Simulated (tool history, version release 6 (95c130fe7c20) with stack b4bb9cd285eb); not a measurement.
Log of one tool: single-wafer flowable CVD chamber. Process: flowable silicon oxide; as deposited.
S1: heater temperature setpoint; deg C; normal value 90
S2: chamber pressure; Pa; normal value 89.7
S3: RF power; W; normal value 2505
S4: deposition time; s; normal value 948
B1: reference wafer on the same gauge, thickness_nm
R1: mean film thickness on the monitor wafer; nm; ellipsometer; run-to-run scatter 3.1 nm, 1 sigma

| run | hour | S1 | S2 | S3 | S4 | B1 | R1 |
|---|---|---|---|---|---|---|---|
| 1 | 0 | 90 | 89.7 | 2505 | 948 | 588.871 | 577.326 |
| 2 | 17.6 | 90 | 89.7 | 2505 | 948 | 589.388 | 580.555 |
| 3 | 30.6 | 90 | 89.7 | 2505 | 948 | 588.16 | 576.501 |
| 4 | 44.8 | 90 | 89.7 | 2505 | 948 | 589.325 | 575.592 |
| 5 | 59.9 | 90 | 89.7 | 2505 | 948 | 588.224 | 583.31 |
| 6 | 67.2 | 90 | 89.7 | 2505 | 948 | 588.215 | 574.919 |
| 7 | 80.4 | 90 | 89.7 | 2505 | 948 | 588.6 | 574.077 |
| 8 | 95.7 | 79 | 89.7 | 2505 | 948 | 589.136 | 781.345 |
| 9 | 113.6 | 79 | 89.7 | 2505 | 948 | 589.296 | 773.05 |
| 10 | 123.1 | 90 | 89.7 | 2505 | 948 | 589.25 | 576.662 |
| 11 | 129.6 | 90 | 89.7 | 2505 | 948 | 589.179 | 574.789 |
| 12 | 146 | 98 | 89.7 | 2505 | 1003 | 589.707 | 481.43 |
| 13 | 159.1 | 90 | 110.8 | 2505 | 948 | 589.504 | 708.988 |
| 14 | 169.3 | 96 | 89.7 | 2505 | 948 | 588.838 | 482.415 |
| 15 | 178.4 | 94 | 102.3 | 2505 | 948 | 590.394 | 582.374 |
| 16 | 192.2 | 77 | 103.5 | 2505 | 828 | 588.799 | 823.046 |
| 17 | 199.1 | 90 | 89.7 | 2505 | 948 | 587.696 | 579.151 |
| 18 | 207.4 | 90 | 102 | 2505 | 948 | 588.005 | 663.585 |
| 19 | 220.7 | 90 | 104.9 | 2505 | 948 | 588.692 | 740.387 |
| 20 | 236.9 | 90 | 106.5 | 2225 | 948 | 588.582 | 714.937 |
| 21 | 244.1 | 90 | 89.7 | 2505 | 948 | 589.346 | 630.478 |
| 22 | 260.4 | 82 | 80.9 | 2955 | 795 | 589.366 | 609.28 |
| 23 | 271.2 | 90 | 97.2 | 2865 | 864 | 589.76 | 633.234 |
| 24 | 282.6 | 90 | 89.7 | 2505 | 948 | 588.614 | 631.423 |
| 25 | 297.3 | 90 | 89.7 | 2905 | 1136 | 587.889 | 765.054 |
| 26 | 324.7 | 75 | 81.6 | 2505 | 948 | 588.849 | 837.696 |
| 27 | 338 | 90 | 97.2 | 2865 | 864 | 588.382 | 627.534 |

Missing from the log above: 5 entries noted between runs. For each, name the pair of listed runs it sits between and say how the tool's hidden condition differs from the listed run just before to the listed run just after:
After run 4, before run 5: RF generator calibrated (hour 59.4)
  true pressure above the setpoint (%): -7.84 -> -7.85
  measured less the result without the state, R1: -48.408 -> -49.124 nm
After run 8, before run 9: thermocouple changed; heater temperature recalibrated (hour 107.3)
  true pressure above the setpoint (%): -7.87 -> -7.88
  measured less the result without the state, R1: -66.007 -> -65.404 nm
After run 11, before run 12: showerhead replaced (hour 145.5)
  true pressure above the setpoint (%): -7.89 -> -7.9
  measured less the result without the state, R1: -48.694 -> -40.838 nm
After run 15, before run 16: gauge calibrated (hour 184.7)
  true pressure above the setpoint (%): -7.92 -> -7.93
  measured less the result without the state, R1: -48.955 -> -68.901 nm
After run 18, before run 19: capacitance manometer re-zeroed and calibrated (hour 220.2)
  true pressure above the setpoint (%): -7.94 -> 0.931
  measured less the result without the state, R1: -55.967 -> +6.611 nm

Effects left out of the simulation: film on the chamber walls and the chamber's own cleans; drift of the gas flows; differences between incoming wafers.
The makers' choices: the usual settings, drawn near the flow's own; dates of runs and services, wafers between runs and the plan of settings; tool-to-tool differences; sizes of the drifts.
